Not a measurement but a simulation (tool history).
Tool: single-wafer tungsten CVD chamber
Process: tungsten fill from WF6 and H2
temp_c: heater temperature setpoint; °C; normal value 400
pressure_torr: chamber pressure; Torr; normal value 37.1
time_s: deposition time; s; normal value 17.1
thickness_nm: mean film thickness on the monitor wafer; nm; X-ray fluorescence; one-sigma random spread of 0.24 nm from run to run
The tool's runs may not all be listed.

| run | day | temp_c | pressure_torr | time_s | read-back reference wafer on the same gauge, thickness_nm | thickness_nm |
|---|---|---|---|---|---|---|
| 1 | 0.000 | 388 | 37.1 | 17.1 | 62.205 | 43.825 |
| 2 | 1.429 | 388 | 37.1 | 17.1 | 62.151 | 43.958 |
| 3 | 2.708 | 400 | 43.5 | 17.1 | 62.279 | 58.921 |
| 4 | 3.229 | 400 | 37.1 | 17.1 | 62.285 | 53.416 |
| 5 | 4.362 | 400 | 37.1 | 17.1 | 62.210 | 53.391 |
| 6 | 7.271 | 400 | 37.1 | 17.1 | 62.134 | 53.432 |
| 7 | 8.150 | 400 | 37.1 | 15.5 | 62.179 | 48.707 |
| 8 | 9.171 | 400 | 37.1 | 15.5 | 62.127 | 48.801 |
| 9 | 9.821 | 400 | 37.1 | 17.1 | 62.212 | 53.621 |
| 10 | 10.562 | 400 | 37.1 | 17.1 | 62.278 | 53.443 |
| 11 | 11.550 | 400 | 37.1 | 17.1 | 62.265 | 53.359 |
| 12 | 12.396 | 411 | 37.1 | 17.1 | 62.287 | 62.876 |
| 13 | 13.167 | 400 | 37.1 | 15.6 | 62.291 | 48.765 |
| 14 | 14.058 | 400 | 37.1 | 15.6 | 62.119 | 49.071 |
|  | 15.050 | thermocouple changed; heater temperature recalibrated |
| 15 | 15.071 | 408 | 28.9 | 17.1 | 62.285 | 50.837 |
| 16 | 15.454 | 385 | 30.5 | 18.4 | 62.249 | 39.308 |
| 17 | 16.121 | 386 | 37.1 | 14.9 | 62.186 | 36.727 |
|  | 17.333 | showerhead replaced |
| 18 | 17.354 | 390 | 37.1 | 17.1 | 62.237 | 45.230 |
| 19 | 18.288 | 400 | 37.1 | 17.1 | 62.218 | 53.545 |
|  | 18.967 | gauge calibrated |
| 20 | 19.188 | 400 | 37.1 | 17.1 | 62.284 | 53.858 |
| 21 | 20.471 | 400 | 37.1 | 17.1 | 62.158 | 53.492 |
|  | 20.833 | capacitance manometer re-zeroed and calibrated |
| 22 | 21.638 | 404 | 37.1 | 17.1 | 62.190 | 56.947 |
| 23 | 22.550 | 387 | 37.1 | 17.1 | 62.243 | 42.979 |
| 24 | 23.738 | 393 | 37.1 | 14.3 | 62.204 | 39.842 |
| 25 | 25.162 | 400 | 37.1 | 17.1 | 62.173 | 53.490 |
| 26 | 26.296 | 408 | 37.1 | 17.1 | 62.218 | 60.134 |
| 27 | 27.071 | 390 | 33.6 | 18.9 | 62.157 | 47.344 |
| 28 | 28.004 | 400 | 37.1 | 17.1 | 62.172 | 53.512 |

Each row is a separate what-if for the run after 28, all from the same tool condition, not one after another. Results?
| A | 28.021 | 392 | 37.1 | 17.1 | ? | ? |
| B | 28.021 | 400 | 37.1 | 15.9 | ? | ? |
| C | 28.021 | 406 | 37.1 | 17.1 | ? | ? |

| run | read-back reference wafer on the same gauge, thickness_nm | thickness_nm |
|---|---|---|
| A | 62.142 | 46.978 |
| B | 62.142 | 49.822 |
| C | 62.142 | 58.858 |
Had the tool no hidden state, the same runs would have come out as:
| run | thickness_nm |
|---|---|
| A | 46.978 |
| B | 49.822 |
| C | 58.858 |
